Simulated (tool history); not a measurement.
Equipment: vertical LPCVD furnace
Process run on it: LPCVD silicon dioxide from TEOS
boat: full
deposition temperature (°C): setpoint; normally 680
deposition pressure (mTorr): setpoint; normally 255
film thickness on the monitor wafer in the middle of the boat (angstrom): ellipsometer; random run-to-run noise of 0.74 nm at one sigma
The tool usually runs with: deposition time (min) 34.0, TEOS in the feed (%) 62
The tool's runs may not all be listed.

run,hour,deposition temperature (°C),deposition pressure (mTorr),deposition time (min),TEOS in the feed (%),"read-back reference wafer on the same gauge, thickness",film thickness on the monitor wafer in the middle of the boat (angstrom)
1,0.0,680,255,34.0,62,145.95,1304.6
2,52.6,680,255,34.0,62,145.92,1298.1
3,119.2,680,255,37.0,62,146.12,1416.3
4,183.1,680,255,34.0,62,146.06,1277.9
5,218.4,672,255,34.0,65,146.56,1100.5
6,288.8,680,255,34.0,57,146.25,1233.3
7,313.4,680,255,34.0,57,146.08,1243.3
8,371.1,680,255,34.0,62,146.19,1292.7
9,527.7,680,255,34.0,62,146.09,1295.3
10,597.9,680,255,34.0,62,145.65,1292.0
11,629.3,680,300,34.0,62,146.10,1401.5
12,680.6,672,255,34.0,62,145.92,1062.8
13,713.2,680,200,37.5,62,145.95,1262.5
14,773.7,680,255,34.0,62,145.77,1292.8
15,806.9,688,255,34.0,62,146.14,1573.6
16,843.5,680,225,29.0,59,145.75,1009.7
17,887.8,680,255,34.0,68,146.12,1356.0
18,951.0,680,255,34.0,62,145.96,1289.0
19,1021.3,691,305,47.5,62,145.79,2571.5
20,1046.2,686,255,34.0,62,146.02,1486.1
21,1078.9,680,285,34.0,71,145.88,1469.6
22,1107.1,688,255,34.0,66,146.14,1601.4
23,1131.2,680,225,29.0,59,146.15,1006.5
24,1161.5,668,235,21.0,50,146.13,511.4

Not shown: 4 entries that the log had between the listed runs. Between which runs, and how does the tool's hidden state differ before and after?
Run 8 -> run 9: thermocouples replaced and temperature profile calibrated (hour 419.2); TEOS flow controller replaced (hour 462.4)
  nothing in the hidden state changes from one run to the other
Run 11 -> run 12: gauge calibrated (hour 678.9)
  nothing in the hidden state changes from one run to the other
Run 15 -> run 16: pressure gauge zeroed (hour 842.8)
  nothing in the hidden state changes from one run to the other
